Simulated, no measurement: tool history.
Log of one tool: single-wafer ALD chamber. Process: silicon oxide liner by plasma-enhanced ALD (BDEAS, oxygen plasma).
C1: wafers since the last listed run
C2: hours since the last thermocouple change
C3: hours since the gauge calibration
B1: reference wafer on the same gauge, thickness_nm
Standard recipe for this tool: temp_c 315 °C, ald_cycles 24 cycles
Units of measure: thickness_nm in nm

Run 1, hour 0: usual settings but temp_c 311 °C; C1 0; C2 1643.8; C3 91.5; B1 1.992. Result: thickness_nm 2.102 nm.
Run 2, hour 41.8: usual settings but temp_c 311 °C; C1 518; C2 1685.6; C3 133.3; B1 1.989. Result: thickness_nm 2.1 nm.
Run 3, hour 111.9: usual settings but temp_c 311 °C; C1 870; C2 1755.7; C3 203.4; B1 1.989. Result: thickness_nm 2.104 nm.
Run 4, hour 180.3: usual settings; C1 849; C2 1824.1; C3 271.8; B1 1.987. Result: thickness_nm 2.1 nm.
Run 5, hour 250.3: usual settings; C1 869; C2 1894.1; C3 341.8; B1 1.991. Result: thickness_nm 2.101 nm.
Run 6, hour 303.9: usual settings; C1 665; C2 1947.7; C3 395.4; B1 1.987. Result: thickness_nm 2.096 nm.
Run 7, hour 334.9: usual settings but temp_c 304 °C; C1 384; C2 1978.7; C3 426.4; B1 1.99. Result: thickness_nm 2.138 nm.
Run 8, hour 392.7: usual settings but temp_c 304 °C; C1 717; C2 2036.5; C3 484.2; B1 1.991. Result: thickness_nm 2.124 nm.
At hour 432: thermocouple changed; heater temperature recalibrated.
Run 9, hour 441.5: usual settings but temp_c 304 °C; C1 506; C2 9.5; C3 533; B1 1.992. Result: thickness_nm 2.14 nm.
Run 10, hour 500.4: usual settings; C1 731; C2 68.4; C3 591.9; B1 1.991. Result: thickness_nm 2.103 nm.
Run 11, hour 559.3: usual settings but temp_c 304 °C; C1 731; C2 127.3; C3 650.8; B1 1.991. Result: thickness_nm 2.129 nm.
Run 12, hour 600: usual settings; C1 505; C2 168; C3 691.5; B1 1.991. Result: thickness_nm 2.106 nm.
Run 13, hour 639.4: usual settings but temp_c 323 °C, ald_cycles 22 cycles; C1 489; C2 207.4; C3 730.9; B1 1.99. Result: thickness_nm 1.899 nm.
Run 14, hour 700.3: usual settings; C1 756; C2 268.3; C3 791.8; B1 1.991. Result: thickness_nm 2.098 nm.
At hour 714.1: gauge calibrated.
Run 15, hour 762.9: usual settings but temp_c 322 °C, ald_cycles 22 cycles; C1 777; C2 330.9; C3 48.8; B1 1.991. Result: thickness_nm 1.905 nm.
Run 16, hour 830.6: usual settings but temp_c 304 °C, ald_cycles 28 cycles; C1 840; C2 398.6; C3 116.5; B1 1.991. Result: thickness_nm 2.483 nm.
Run 17, hour 880.8: usual settings but temp_c 310 °C, ald_cycles 22 cycles; C1 623; C2 448.8; C3 166.7; B1 1.99. Result: thickness_nm 1.925 nm.
Run 18, hour 942: usual settings but temp_c 309 °C; C1 759; C2 510; C3 227.9; B1 1.989. Result: thickness_nm 2.109 nm.
Run 19, hour 983.2: usual settings; C1 511; C2 551.2; C3 269.1; B1 1.992. Result: thickness_nm 2.098 nm.
Run 20, hour 1019.2: usual settings but temp_c 323 °C, ald_cycles 20 cycles; C1 446; C2 587.2; C3 305.1; B1 1.988. Result: thickness_nm 1.724 nm.

Hidden state, per run?
wafer temperature above the value expected at the setpoint (K): 0, the same for each run
gauge reads high (%): 0, the same for each run
